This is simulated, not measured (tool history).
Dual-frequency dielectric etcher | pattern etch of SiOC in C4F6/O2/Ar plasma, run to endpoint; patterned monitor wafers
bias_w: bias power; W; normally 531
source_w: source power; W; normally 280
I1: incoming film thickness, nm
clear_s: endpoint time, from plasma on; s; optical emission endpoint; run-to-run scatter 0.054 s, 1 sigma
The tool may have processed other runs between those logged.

{"run": 1, "day": 0.0, "bias_w": 531, "source_w": 250, "I1": 32.94, "clear_s": 11.7}
{"run": 2, "day": 0.321, "bias_w": 531, "source_w": 250, "I1": 33.05, "clear_s": 11.7}
{"run": 3, "day": 0.862, "bias_w": 562, "source_w": 280, "I1": 33.06, "clear_s": 11.1}
{"run": 4, "day": 1.258, "bias_w": 562, "source_w": 280, "I1": 33.25, "clear_s": 11.2}
{"run": 5, "day": 2.0, "bias_w": 562, "source_w": 280, "I1": 33.19, "clear_s": 11.3}
{"run": 6, "day": 2.454, "bias_w": 587, "source_w": 280, "I1": 32.93, "clear_s": 11.0}
{"run": 7, "day": 3.029, "bias_w": 531, "source_w": 280, "I1": 32.75, "clear_s": 11.3}
{"run": 8, "day": 3.704, "bias_w": 465, "source_w": 320, "I1": 32.75, "clear_s": 11.2}
{"run": 9, "day": 4.383, "bias_w": 465, "source_w": 320, "I1": 32.94, "clear_s": 11.3}
{"run": 10, "day": 4.904, "bias_w": 531, "source_w": 280, "I1": 32.58, "clear_s": 11.4}
{"day": 5.221, "done": "bias power generator calibrated"}
{"run": 11, "day": 5.404, "bias_w": 531, "source_w": 280, "I1": 32.91, "clear_s": 11.5}
{"run": 12, "day": 6.058, "bias_w": 531, "source_w": 280, "I1": 33.02, "clear_s": 11.6}
{"run": 13, "day": 6.358, "bias_w": 531, "source_w": 280, "I1": 33.14, "clear_s": 11.5}
{"run": 14, "day": 6.942, "bias_w": 531, "source_w": 280, "I1": 33.14, "clear_s": 11.6}
{"run": 15, "day": 7.283, "bias_w": 531, "source_w": 280, "I1": 32.73, "clear_s": 11.4}
{"day": 8.338, "done": "upper electrode replaced, of another model than before"}
{"run": 16, "day": 8.358, "bias_w": 531, "source_w": 280, "I1": 33.16, "clear_s": 11.7}
{"run": 17, "day": 8.371, "bias_w": 531, "source_w": 280, "I1": 32.65, "clear_s": 11.5}
{"run": 18, "day": 8.4, "bias_w": 630, "source_w": 280, "I1": 32.87, "clear_s": 10.7}
{"run": 19, "day": 8.675, "bias_w": 531, "source_w": 260, "I1": 33.05, "clear_s": 12.1}
{"run": 20, "day": 9.129, "bias_w": 531, "source_w": 280, "I1": 32.87, "clear_s": 11.5}
{"day": 9.671, "done": "source power generator calibrated"}
{"day": 10.546, "done": "wet clean of the chamber"}
{"run": 21, "day": 10.567, "bias_w": 642, "source_w": 340, "I1": 32.63, "clear_s": 9.1}
{"run": 22, "day": 10.579, "bias_w": 649, "source_w": 220, "I1": 32.58, "clear_s": 11.6}

What will run 23 give?
{"run": 23, "day": 10.712, "bias_w": 428, "source_w": 280, "I1": 32.92, "clear_s": "?"}

{"run 23": {"clear_s": 12.0}}
If the tool had no hidden condition, the same run with the same run-to-run variation would have returned clear_s 11.9 s.
